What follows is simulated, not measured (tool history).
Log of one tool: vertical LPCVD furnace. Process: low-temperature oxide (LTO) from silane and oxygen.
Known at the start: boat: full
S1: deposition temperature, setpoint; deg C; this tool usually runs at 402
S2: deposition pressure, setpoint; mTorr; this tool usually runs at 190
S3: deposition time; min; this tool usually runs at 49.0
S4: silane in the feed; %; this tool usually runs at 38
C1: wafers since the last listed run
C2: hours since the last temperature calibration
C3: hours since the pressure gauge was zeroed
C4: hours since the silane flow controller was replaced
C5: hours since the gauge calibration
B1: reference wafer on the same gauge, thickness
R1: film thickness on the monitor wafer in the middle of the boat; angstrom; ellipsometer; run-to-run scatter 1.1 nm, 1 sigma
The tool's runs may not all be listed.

| run | day | S1 | S2 | S3 | S4 | C1 | C2 | C3 | C4 | C5 | B1 | R1 |
|---|---|---|---|---|---|---|---|---|---|---|---|---|
| 1 | 0.000 | 402 | 190 | 49.0 | 38 | 0 | 1466.8 | 1875.2 | 3192.0 | 665.0 | 359.25 | 3922.3 |
| 2 | 0.517 | 402 | 190 | 49.0 | 38 | 134 | 1479.2 | 1887.6 | 3204.4 | 677.4 | 359.27 | 3945.6 |
| 3 | 4.050 | 402 | 190 | 49.0 | 38 | 916 | 1564.0 | 1972.4 | 3289.2 | 762.2 | 359.05 | 3895.0 |
| 4 | 5.117 | 408 | 190 | 49.0 | 38 | 276 | 1589.6 | 1998.0 | 3314.8 | 787.8 | 358.99 | 4194.7 |
| 5 | 6.225 | 408 | 190 | 49.0 | 38 | 287 | 1616.2 | 2024.6 | 3341.4 | 814.4 | 358.75 | 4198.0 |
| 6 | 6.883 | 402 | 190 | 49.0 | 38 | 170 | 1632.0 | 2040.4 | 3357.2 | 830.2 | 358.81 | 3921.9 |
| 7 | 7.388 | 402 | 190 | 49.0 | 38 | 130 | 1644.1 | 2052.5 | 3369.3 | 842.3 | 359.16 | 3893.0 |
|  | 7.988 | gauge calibrated |
| 8 | 8.850 | 402 | 190 | 49.0 | 38 | 379 | 1679.2 | 2087.6 | 3404.4 | 20.7 | 359.09 | 3933.0 |
| 9 | 10.067 | 402 | 190 | 64.5 | 41 | 315 | 1708.4 | 2116.8 | 3433.6 | 49.9 | 359.00 | 5647.4 |
| 10 | 11.329 | 402 | 190 | 49.0 | 35 | 327 | 1738.7 | 2147.1 | 3463.9 | 80.2 | 359.23 | 3529.7 |
| 11 | 12.204 | 402 | 190 | 49.0 | 35 | 226 | 1759.7 | 2168.1 | 3484.9 | 101.2 | 358.86 | 3546.9 |
| 12 | 13.508 | 402 | 190 | 49.0 | 35 | 338 | 1791.0 | 2199.4 | 3516.2 | 132.5 | 359.02 | 3543.9 |
|  | 14.683 | thermocouples replaced and temperature profile calibrated |
| 13 | 14.983 | 402 | 190 | 49.0 | 38 | 123 | 7.2 | 2234.8 | 3551.6 | 167.9 | 359.08 | 3780.5 |
| 14 | 15.862 | 402 | 190 | 49.0 | 38 | 228 | 28.3 | 2255.9 | 3572.7 | 189.0 | 358.58 | 3778.3 |
| 15 | 17.058 | 395 | 190 | 35.0 | 38 | 310 | 57.0 | 2284.6 | 3601.4 | 217.7 | 359.01 | 2497.0 |
|  | 18.796 | pressure gauge zeroed |
| 16 | 18.817 | 402 | 190 | 40.0 | 36 | 196 | 99.2 | 0.5 | 3643.6 | 259.9 | 359.18 | 2864.7 |
| 17 | 19.158 | 412 | 170 | 60.5 | 42 | 88 | 107.4 | 8.7 | 3651.8 | 268.1 | 358.78 | 5195.8 |
| 18 | 20.000 | 402 | 160 | 49.0 | 38 | 218 | 127.6 | 28.9 | 3672.0 | 288.3 | 358.81 | 3202.5 |
| 19 | 20.629 | 392 | 190 | 37.5 | 38 | 163 | 142.7 | 44.0 | 3687.1 | 303.4 | 358.86 | 2596.5 |
| 20 | 22.125 | 402 | 190 | 49.0 | 38 | 388 | 178.6 | 79.9 | 3723.0 | 339.3 | 358.65 | 3796.0 |
| 21 | 23.492 | 402 | 190 | 49.0 | 38 | 354 | 211.4 | 112.7 | 3755.8 | 372.1 | 358.99 | 3814.9 |
| 22 | 24.129 | 410 | 190 | 49.0 | 45 | 165 | 226.7 | 128.0 | 3771.1 | 387.4 | 358.94 | 5024.7 |
|  | 25.538 | silane flow controller replaced |
| 23 | 25.558 | 402 | 235 | 49.0 | 40 | 111 | 261.0 | 162.3 | 0.5 | 421.7 | 358.53 | 5055.9 |
| 24 | 26.158 | 390 | 190 | 67.0 | 42 | 155 | 275.4 | 176.7 | 14.9 | 436.1 | 358.36 | 5174.5 |
| 25 | 27.062 | 402 | 165 | 60.0 | 43 | 234 | 297.1 | 198.4 | 36.6 | 457.8 | 359.30 | 4693.4 |
| 26 | 28.292 | 413 | 180 | 49.0 | 32 | 318 | 326.6 | 227.9 | 66.1 | 487.3 | 358.87 | 3263.4 |
| 27 | 28.996 | 392 | 145 | 49.0 | 38 | 182 | 343.5 | 244.8 | 83.0 | 504.2 | 359.48 | 2620.1 |
| 28 | 29.908 | 402 | 190 | 61.5 | 38 | 236 | 365.4 | 266.7 | 104.9 | 526.1 | 359.12 | 4829.6 |
| 29 | 31.012 | 414 | 155 | 59.0 | 32 | 286 | 391.9 | 293.2 | 131.4 | 552.6 | 358.67 | 3453.4 |
| 30 | 31.858 | 395 | 190 | 49.0 | 38 | 219 | 412.2 | 313.5 | 151.7 | 572.9 | 358.98 | 3539.8 |
| 31 | 32.700 | 395 | 225 | 59.0 | 43 | 218 | 432.4 | 333.7 | 171.9 | 593.1 | 359.10 | 5896.8 |
| 32 | 33.354 | 402 | 190 | 49.0 | 38 | 169 | 448.1 | 349.4 | 187.6 | 608.8 | 358.85 | 3848.9 |

Predict each of these 3 candidate next runs independently; none follows another, all start after run 32:
| A | 33.583 | 402 | 190 | 63.0 | 38 | 59 | 453.6 | 354.9 | 193.1 | 614.3 | ? | ? |
| B | 33.583 | 394 | 145 | 49.0 | 38 | 59 | 453.6 | 354.9 | 193.1 | 614.3 | ? | ? |
| C | 33.583 | 408 | 190 | 30.0 | 38 | 59 | 453.6 | 354.9 | 193.1 | 614.3 | ? | ? |

| run | B1 | R1 |
|---|---|---|
| A | 358.95 | 4960.4 |
| B | 358.95 | 2692.5 |
| C | 358.95 | 2521.4 |
Without the tool's hidden state the same runs would have given:
| run | R1 |
|---|---|
| A | 4822.9 |
| B | 2615.5 |
| C | 2453.1 |
